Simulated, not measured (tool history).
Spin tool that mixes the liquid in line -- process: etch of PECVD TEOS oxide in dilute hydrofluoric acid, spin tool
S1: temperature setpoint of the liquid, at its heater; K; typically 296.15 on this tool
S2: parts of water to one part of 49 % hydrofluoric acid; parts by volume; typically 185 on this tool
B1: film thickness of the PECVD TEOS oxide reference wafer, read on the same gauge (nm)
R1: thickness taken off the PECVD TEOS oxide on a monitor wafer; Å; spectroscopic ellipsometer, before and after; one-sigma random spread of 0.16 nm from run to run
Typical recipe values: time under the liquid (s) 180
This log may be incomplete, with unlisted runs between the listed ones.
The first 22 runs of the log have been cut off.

Run 23, hour 326.3: usual settings but S1 293.65 K; B1 110.01. Result: R1 154.8 Å.
Run 24, hour 341.5: usual settings but S2 250 parts by volume; B1 109.99. Result: R1 115.2 Å.
Run 25, hour 353.2: usual settings but S1 291.65 K, time under the liquid (s) 120; B1 110.01. Result: R1 94.2 Å.
Run 26, hour 366.2: usual settings but S1 294.65 K, S2 240 parts by volume; B1 110.00. Result: R1 112.7 Å.
Run 27, hour 381.0: usual settings but S1 300.15 K; B1 109.98. Result: R1 196.7 Å.
Run 28, hour 398.0: usual settings but S1 293.65 K, time under the liquid (s) 280; B1 110.02. Result: R1 234.2 Å.
Run 29, hour 405.5: usual settings but S2 150 parts by volume, time under the liquid (s) 235; B1 109.98. Result: R1 276.1 Å.
Run 30, hour 411.9: usual settings; B1 110.01. Result: R1 168.3 Å.
Run 31, hour 429.5: usual settings but S1 292.65 K, S2 120 parts by volume, time under the liquid (s) 75; B1 109.99. Result: R1 100.0 Å.
Run 32, hour 447.1: usual settings but S2 120 parts by volume; B1 110.01. Result: R1 273.8 Å.
Run 33, hour 463.5: usual settings but time under the liquid (s) 265; B1 110.05. Result: R1 248.9 Å.

What if the next run were any one of these 4? Each begins from the tool's condition after run 33:
Run A, hour 464.0: usual settings but time under the liquid (s) 235; B1 ?. Result: R1 ?.
Run B, hour 464.0: usual settings but S1 292.15 K, S2 255 parts by volume, time under the liquid (s) 250; B1 ?. Result: R1 ?.
Run C, hour 464.0: usual settings but S1 299.65 K, S2 110 parts by volume, time under the liquid (s) 125; B1 ?. Result: R1 ?.
Run D, hour 464.0: usual settings but S2 240 parts by volume; B1 ?. Result: R1 ?.

run      B1     R1
  A  110.01  216.7
  B  110.01  134.1
  C  110.01  242.1
  D  110.01  120.8
With the hidden condition removed and each run's random variation left untouched, the same runs would have given:
run     R1
  A  221.9
  B  137.4
  C  247.6
  D  123.7
